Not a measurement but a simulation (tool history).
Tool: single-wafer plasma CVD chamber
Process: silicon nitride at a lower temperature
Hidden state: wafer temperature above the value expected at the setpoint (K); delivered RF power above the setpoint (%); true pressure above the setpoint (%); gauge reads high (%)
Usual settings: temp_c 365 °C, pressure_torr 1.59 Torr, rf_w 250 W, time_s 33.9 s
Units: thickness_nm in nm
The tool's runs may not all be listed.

| run | hour | temp_c | pressure_torr | rf_w | time_s | wafers since the last listed run | hours since the last thermocouple change | hours since the last RF generator calibration | hours since the last manometer calibration | hours since the showerhead was replaced | hours since the gauge calibration | read-back reference wafer on the same gauge, thickness_nm | thickness_nm |
|---|---|---|---|---|---|---|---|---|---|---|---|---|---|
| 1 | 0 | 372 | 1.59 | 250 | 33.9 | 0 | 255.9 | 86.8 | 2071.3 | 2552.8 | 1395.5 | 34.68 | 34.742 |
|  | 63.1 | capacitance manometer re-zeroed and calibrated |
| 2 | 93 | 365 | 1.59 | 250 | 33.9 | 2609 | 348.9 | 179.8 | 29.9 | 2645.8 | 1488.5 | 34.707 | 34.744 |
| 3 | 144.8 | 365 | 1.59 | 250 | 33.9 | 1589 | 400.7 | 231.6 | 81.7 | 2697.6 | 1540.3 | 34.684 | 34.842 |
| 4 | 236.3 | 365 | 1.59 | 250 | 33.9 | 2808 | 492.2 | 323.1 | 173.2 | 2789.1 | 1631.8 | 34.717 | 34.949 |
| 5 | 319.4 | 365 | 1.98 | 250 | 27.2 | 2550 | 575.3 | 406.2 | 256.3 | 2872.2 | 1714.9 | 34.725 | 29.612 |
| 6 | 368.9 | 365 | 1.37 | 270 | 40.1 | 1519 | 624.8 | 455.7 | 305.8 | 2921.7 | 1764.4 | 34.687 | 41.607 |
| 7 | 410.7 | 365 | 1.59 | 235 | 31.1 | 1283 | 666.6 | 497.5 | 347.6 | 2963.5 | 1806.2 | 34.725 | 31.345 |
| 8 | 463.2 | 365 | 1.59 | 250 | 33.9 | 1611 | 719.1 | 550 | 400.1 | 3016 | 1858.7 | 34.689 | 34.643 |
| 9 | 767.8 | 365 | 1.59 | 250 | 28.9 | 9349 | 1023.7 | 854.6 | 704.7 | 3320.6 | 2163.3 | 34.712 | 29.677 |
| 10 | 818.6 | 360 | 1.38 | 225 | 33.9 | 1559 | 1074.5 | 905.4 | 755.5 | 3371.4 | 2214.1 | 34.721 | 32.285 |
| 11 | 875 | 365 | 1.48 | 280 | 31.9 | 1731 | 1130.9 | 961.8 | 811.9 | 3427.8 | 2270.5 | 34.682 | 34.244 |
| 12 | 921.9 | 351 | 1.59 | 250 | 33.9 | 1439 | 1177.8 | 1008.7 | 858.8 | 3474.7 | 2317.4 | 34.713 | 35.379 |
| 13 | 984.2 | 355 | 1.98 | 205 | 39.4 | 1912 | 1240.1 | 1071 | 921.1 | 3537 | 2379.7 | 34.685 | 38.901 |
| 14 | 1073.3 | 365 | 1.59 | 250 | 33.9 | 2734 | 1329.2 | 1160.1 | 1010.2 | 3626.1 | 2468.8 | 34.665 | 34.781 |

Run 15 comes next. What will it give?
|  | 1098.4 | thermocouple changed; heater temperature recalibrated |
| 15 | 1116.9 | 365 | 1.59 | 250 | 33.9 | 1092 | 18.5 | 1203.7 | 1053.8 | 3669.7 | 2512.4 | ? | ? |

Run 15 gave read-back reference wafer on the same gauge, thickness_nm 34.709, thickness_nm 34.533 nm.
Without the tool's hidden state the same run would have given thickness_nm 34.533 nm.
